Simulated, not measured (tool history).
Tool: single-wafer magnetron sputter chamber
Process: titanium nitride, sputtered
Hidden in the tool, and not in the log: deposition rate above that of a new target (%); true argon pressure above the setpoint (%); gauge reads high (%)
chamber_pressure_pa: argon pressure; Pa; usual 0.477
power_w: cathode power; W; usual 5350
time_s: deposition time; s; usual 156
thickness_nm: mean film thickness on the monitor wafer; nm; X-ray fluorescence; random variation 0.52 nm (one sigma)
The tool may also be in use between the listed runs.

run	hour	chamber_pressure_pa	power_w	time_s	wafers since the last listed run	wafers on the sputter target	hours since the last manometer calibration	hours since the magnet pack was replaced	hours since the gauge calibration	read-back reference wafer on the same gauge, thickness_nm	thickness_nm
1	0	0.477	5350	156	0	1451	2239.5	4924.3	472.2	172.166	149.066
2	15.5	0.389	5350	169	192	1644	2255	4939.8	487.7	171.92	167.993
3	31.7	0.477	5350	156	201	1845	2271.2	4956	503.9	172.092	148.718
4	44.2	0.477	5350	156	155	2001	2283.7	4968.5	516.4	172.149	148.545
# hour 59.7: magnet pack replaced
5	60.2	0.477	5350	156	99	2100	2299.7	0.5	532.4	171.846	147.428
6	72.7	0.477	5650	156	155	2256	2312.2	13	544.9	171.934	155.592
7	89.6	0.477	5650	156	210	2466	2329.1	29.9	561.8	172.331	154.857
8	102.3	0.477	5350	156	158	2624	2341.8	42.6	574.5	171.788	148.481
9	115.1	0.477	5350	134	159	2784	2354.6	55.4	587.3	171.955	127.421
10	132.9	0.477	5350	134	221	3005	2372.4	73.2	605.1	171.974	127.689
# hour 145.8: sputter target and shields replaced
11	146.3	0.477	5350	156	67	6	2385.8	86.6	618.5	172.18	153.088
12	151.1	0.538	5350	169	59	66	2390.6	91.4	623.3	171.998	159.104
13	168	0.477	5350	156	210	276	2407.5	108.3	640.2	172.052	150.7
# hour 176.3: gauge calibrated
14	180.1	0.477	6350	156	150	427	2419.6	120.4	3.8	172.047	176.048
15	189.3	0.415	5350	183	114	541	2428.8	129.6	13	171.917	181.82
16	206.4	0.477	4700	185	212	754	2445.9	146.7	30.1	172.147	159.194
17	214.6	0.477	4950	156	102	856	2454.1	154.9	38.3	171.793	139.898
18	227.2	0.289	5350	147	156	1013	2466.7	167.5	50.9	171.728	154.282
19	239.3	0.477	4300	142	150	1164	2478.8	179.6	63	171.987	112.264
20	250.6	0.477	4700	156	140	1304	2490.1	190.9	74.3	172.037	133.724
21	264.2	0.477	6350	156	169	1473	2503.7	204.5	87.9	172.288	173.579
22	270.9	0.477	5350	156	83	1557	2510.4	211.2	94.6	172.106	149.271
23	281.3	0.632	4700	135	129	1686	2520.8	221.6	105	171.933	106.718
24	290.5	0.415	4700	136	114	1801	2530	230.8	114.2	171.866	118.955
# hour 310.6: capacitance manometer re-zeroed and calibrated
25	311.1	0.414	5350	139	156	1958	0.5	251.4	134.8	172.059	135.666
# hour 347.6: sputter target and shields replaced
26	348.1	0.477	5350	156	360	6	37.5	288.4	171.8	171.745	151.919
27	360.8	0.477	5350	156	158	164	50.2	301.1	184.5	171.958	151.43
28	372.5	0.477	5350	156	145	310	61.9	312.8	196.2	171.953	150.22
29	380	0.477	4250	126	93	403	69.4	320.3	203.7	172.158	99.647
30	387	0.371	5850	185	87	490	76.4	327.3	210.7	172.002	201.606
31	404.4	0.549	4850	156	216	707	93.8	344.7	228.1	172.033	132.812
32	412.4	0.477	4650	186	99	807	101.8	352.7	236.1	171.987	157.883
33	425.6	0.667	5350	142	164	971	115	365.9	249.3	171.816	124.475
34	433.2	0.477	5350	156	94	1065	122.6	373.5	256.9	172.016	149.541

How the hidden state differs across the entries between the runs, from the last listed run before each to the first after it:
Between runs 4 and 5: magnet pack replaced (hour 59.7)
  deposition rate above that of a new target (%): -2.4 -> -2.45
  measured less the result without the state, thickness_nm: -3.647 -> -3.709 nm
Between runs 10 and 11: sputter target and shields replaced (hour 145.8)
  deposition rate above that of a new target (%): -2.61 -> -0.107
  measured less the result without the state, thickness_nm: -3.419 -> -0.163 nm
Between runs 13 and 14: gauge calibrated (hour 176.3)
  deposition rate above that of a new target (%): -0.704 -> -0.971
  measured less the result without the state, thickness_nm: -1.068 -> -1.726 nm
Between runs 24 and 25: capacitance manometer re-zeroed and calibrated (hour 310.6)
  deposition rate above that of a new target (%): -2.17 -> -2.26
  measured less the result without the state, thickness_nm: -2.643 -> -3.141 nm
Between runs 25 and 26: sputter target and shields replaced (hour 347.6)
  deposition rate above that of a new target (%): -2.26 -> -0.137
  measured less the result without the state, thickness_nm: -3.141 -> -0.208 nm
